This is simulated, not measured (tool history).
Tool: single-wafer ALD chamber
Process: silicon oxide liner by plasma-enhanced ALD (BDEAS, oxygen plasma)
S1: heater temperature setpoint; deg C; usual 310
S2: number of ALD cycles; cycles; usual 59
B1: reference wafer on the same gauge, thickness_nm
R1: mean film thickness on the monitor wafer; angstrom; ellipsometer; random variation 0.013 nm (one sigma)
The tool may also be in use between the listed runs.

run 1 hour=0 | S1=303 S2=55 | B1=6.168 | R1=50.24
run 2 hour=13.4 | S1=306 S2=59 | B1=6.174 | R1=53.53
run 3 hour=101.8 | S1=306 S2=59 | B1=6.173 | R1=53.77
run 4 hour=115 | S1=310 S2=50 | B1=6.165 | R1=45.27
run 5 hour=140.9 | S1=310 S2=65 | B1=6.174 | R1=58.45
run 6 hour=169.8 | S1=310 S2=59 | B1=6.173 | R1=53.29
run 7 hour=195.4 | S1=310 S2=59 | B1=6.168 | R1=53.31
run 8 hour=210.1 | S1=310 S2=59 | B1=6.173 | R1=53.03
run 9 hour=236.8 | S1=310 S2=59 | B1=6.173 | R1=53.44
run 10 hour=269.4 | S1=310 S2=59 | B1=6.166 | R1=53.37
run 11 hour=293.8 | S1=310 S2=59 | B1=6.174 | R1=53.36
run 12 hour=307.4 | S1=316 S2=59 | B1=6.171 | R1=52.67
run 13 hour=401.9 | S1=316 S2=59 | B1=6.166 | R1=53.1
run 14 hour=429.3 | S1=310 S2=51 | B1=6.169 | R1=45.78
run 15 hour=451.8 | S1=310 S2=59 | B1=6.167 | R1=53.29
run 16 hour=481.5 | S1=310 S2=63 | B1=6.173 | R1=56.81
run 17 hour=500.2 | S1=310 S2=53 | B1=6.169 | R1=47.7
run 18 hour=533.5 | S1=310 S2=53 | B1=6.168 | R1=47.84
run 19 hour=564.2 | S1=315 S2=59 | B1=6.167 | R1=52.78
run 20 hour=588 | S1=302 S2=59 | B1=6.169 | R1=54.02
run 21 hour=610.8 | S1=310 S2=67 | B1=6.171 | R1=60.53
run 22 hour=644.4 | S1=300 S2=51 | B1=6.167 | R1=46.94
run 23 hour=672.7 | S1=300 S2=49 | B1=6.166 | R1=45.17
run 24 hour=696.3 | S1=302 S2=64 | B1=6.176 | R1=58.76
run 25 hour=723.5 | S1=297 S2=63 | B1=6.175 | R1=58.65
run 26 hour=736.5 | S1=310 S2=70 | B1=6.17 | R1=63.06
run 27 hour=771.2 | S1=310 S2=70 | B1=6.169 | R1=63.14
run 28 hour=789 | S1=298 S2=52 | B1=6.168 | R1=48.36
run 29 hour=806.3 | S1=317 S2=52 | B1=6.169 | R1=46.51
run 30 hour=824.4 | S1=314 S2=59 | B1=6.169 | R1=53.13
run 31 hour=860 | S1=310 S2=59 | B1=6.168 | R1=53.21
run 32 hour=882.5 | S1=310 S2=59 | B1=6.171 | R1=53.24
run 33 hour=901.5 | S1=310 S2=59 | B1=6.17 | R1=53.22
run 34 hour=921.7 | S1=306 S2=65 | B1=6.173 | R1=59.09
run 35 hour=945.3 | S1=320 S2=59 | B1=6.174 | R1=52.32
run 36 hour=958.7 | S1=310 S2=59 | B1=6.169 | R1=53.23
run 37 hour=983.3 | S1=310 S2=66 | B1=6.175 | R1=59.65
run 38 hour=997.5 | S1=303 S2=51 | B1=6.171 | R1=46.66
run 39 hour=1022.9 | S1=321 S2=48 | B1=6.168 | R1=42.85
run 40 hour=1039.1 | S1=306 S2=67 | B1=6.17 | R1=60.92

Taken out of this log: 2 entries between the listed runs. Where each belongs, and how the hidden state differs across it:
Between runs 18 and 19: thermocouple changed; heater temperature recalibrated (hour 560.5)
  no hidden state differs between the two runs
Between runs 19 and 20: gauge calibrated (hour 576.5)
  no hidden state differs between the two runs
